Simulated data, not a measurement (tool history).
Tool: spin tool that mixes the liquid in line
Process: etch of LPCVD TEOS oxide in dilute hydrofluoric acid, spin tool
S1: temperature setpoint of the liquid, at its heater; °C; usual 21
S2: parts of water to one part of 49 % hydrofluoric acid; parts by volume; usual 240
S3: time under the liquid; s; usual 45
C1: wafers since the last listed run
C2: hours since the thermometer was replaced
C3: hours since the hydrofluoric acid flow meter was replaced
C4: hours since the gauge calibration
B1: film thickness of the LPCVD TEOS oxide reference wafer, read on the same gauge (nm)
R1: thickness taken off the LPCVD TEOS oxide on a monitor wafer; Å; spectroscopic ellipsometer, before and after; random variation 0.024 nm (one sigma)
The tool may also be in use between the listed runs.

run,hour,S1,S2,S3,C1,C2,C3,C4,B1,R1
1,0,21,240,45,0,1731.3,967.1,228.6,110.01,61.3
2,17.6,21,240,45,203,1748.9,984.7,246.2,110,61.6
3,30.4,21,240,45,147,1761.7,997.5,259,109.98,60.9
# hour 43.9: gauge calibrated
4,61.9,19.5,240,45,363,1793.2,1029,18,110,58.3
5,96.5,21,310,45,399,1827.8,1063.6,52.6,109.99,44.6
6,115,21,310,45,213,1846.3,1082.1,71.1,109.99,44.8
# hour 132.3: thermometer replaced
7,136.4,21,215,50,235,4.1,1103.5,92.5,110.02,70.9
8,164.2,21,165,45,320,31.9,1131.3,120.3,110.01,86.8
9,177,21,165,45,147,44.7,1144.1,133.1,110,86.8
10,191.4,21,165,45,166,59.1,1158.5,147.5,110.02,88.1
11,220.7,21,355,30,338,88.4,1187.8,176.8,110.01,22.8
12,241.8,24.5,240,45,243,109.5,1208.9,197.9,109.98,64
13,258.1,21,325,65,188,125.8,1225.2,214.2,110,54.9
14,284.9,21,240,45,309,152.6,1252,241,110.01,56.1
15,307.8,24,240,60,264,175.5,1274.9,263.9,109.97,84.1
# hour 318.7: gauge calibrated
16,327.1,18.5,350,45,222,194.8,1294.2,8.4,110.02,31.8
# hour 333: hydrofluoric acid flow meter replaced
17,349.5,21,240,45,247,217.2,16.5,30.8,110,56
18,379.8,24.5,175,35,349,247.5,46.8,61.1,109.97,73
19,408.6,17.5,240,45,332,276.3,75.6,89.9,110.01,49
20,435.3,21,240,45,308,303,102.3,116.6,109.99,56.4

Forecast each of these 3 alternatives for the next run:
A,435.7,21,240,45,4,303.4,102.7,117,?,?
B,435.7,24,240,45,4,303.4,102.7,117,?,?
C,435.7,18,240,20,4,303.4,102.7,117,?,?

run,B1,R1
A,109.99,56.4
B,109.99,62.9
C,109.99,22.4
Without the tool's hidden state the same runs would have given:
run,R1
A,55.2
B,61.6
C,21.9
